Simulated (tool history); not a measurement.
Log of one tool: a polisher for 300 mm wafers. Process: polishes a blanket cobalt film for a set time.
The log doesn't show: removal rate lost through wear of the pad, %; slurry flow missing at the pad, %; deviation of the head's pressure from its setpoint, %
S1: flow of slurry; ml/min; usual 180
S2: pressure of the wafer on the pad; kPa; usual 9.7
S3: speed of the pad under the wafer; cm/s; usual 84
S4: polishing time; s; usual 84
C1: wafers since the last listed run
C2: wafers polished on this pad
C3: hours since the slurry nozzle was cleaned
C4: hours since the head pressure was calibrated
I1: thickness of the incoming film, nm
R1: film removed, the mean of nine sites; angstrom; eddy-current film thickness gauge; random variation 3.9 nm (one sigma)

run,hour,S1,S2,S3,S4,C1,C2,C3,C4,I1,R1
1,0,180,9.7,84,84,0,165,112.6,281.3,1000.6,2727
2,30,180,9.7,84,84,215,381,142.6,311.3,993.8,2652
3,42.4,180,9.7,64,96,88,470,155,323.7,992.3,2284
4,68.9,180,9.7,64,96,190,660,181.5,350.2,1002.2,2322
5,96.5,180,9.7,84,84,198,858,209.1,377.8,1011.3,2583
6,113,180,9.7,84,84,118,976,225.6,394.3,1019.5,2613
# hour 126.1: slurry nozzle cleaned
# hour 126.4: worn pad replaced by a new one
7,145.4,180,9.7,84,84,223,136,19.3,426.7,1007.9,2733
8,178.6,180,9.7,84,105,238,374,52.5,459.9,996,3394
9,194.2,165,9.7,84,84,111,486,68.1,475.5,995.5,2592
10,229,180,9.7,84,84,249,736,102.9,510.3,986.5,2642
11,284.9,180,9.7,84,84,401,1137,158.8,566.2,1005.9,2559
# hour 291.9: worn pad replaced by a new one, of another model than before
12,315.7,180,9.7,84,84,192,170,189.6,597,1010,2730
13,350.9,180,9.7,84,84,252,423,224.8,632.2,986,2629
# hour 367.8: slurry nozzle cleaned
14,372.9,180,9.7,84,84,150,573,5.1,654.2,1011.7,2670
15,394.5,180,6.9,84,100,154,728,26.7,675.8,1017.5,2589
16,414.4,180,6.9,84,84,142,871,46.6,695.7,987.7,2119
17,432.7,180,6.9,84,84,131,1002,64.9,714,993.2,2106
# hour 460.8: worn pad replaced by a new one
18,462.4,180,9.7,84,84,184,11,94.6,743.7,991.4,2709
19,492.9,180,9.7,84,84,218,230,125.1,774.2,995.1,2723
# hour 514.4: head pressure recalibrated
20,518.4,180,9.7,84,84,168,399,150.6,4,991.1,2696
21,587.2,160,9.7,84,107,493,892,219.4,72.8,1005.2,3206
# hour 589.1: slurry nozzle cleaned
# hour 601: worn pad replaced by a new one
22,619.2,180,7.6,84,68,193,130,30.1,104.8,995.6,1920
23,643.2,160,9.7,84,84,172,302,54.1,128.8,991.5,2617
24,677.2,180,9.7,60,84,243,546,88.1,162.8,988.5,2279
25,705.6,180,9.7,84,84,203,750,116.5,191.2,994.2,2657
26,718.3,240,11.7,84,100,91,841,129.2,203.9,995.3,3646
27,733.5,180,9.7,104,103,109,950,144.4,219.1,1008.7,3461
28,765,180,9.7,84,84,226,1176,175.9,250.6,996.1,2494
# hour 779.3: worn pad replaced by a new one
29,788.3,220,9.7,84,84,138,64,199.2,273.9,1000.8,2743

Forecast each of these 4 alternatives for the next run:
A,788.8,180,9.7,84,84,3,68,199.7,274.4,1004.3,?
B,788.8,180,8.3,108,84,3,68,199.7,274.4,1004.3,?
C,788.8,130,8.3,106,108,3,68,199.7,274.4,1004.3,?
D,788.8,135,9.7,64,84,3,68,199.7,274.4,1004.3,?

run,R1
A,2763
B,2863
C,3533
D,2360
Without the tool's hidden state the same runs would have given:
run,R1
A,2800
B,2901
C,3581
D,2393
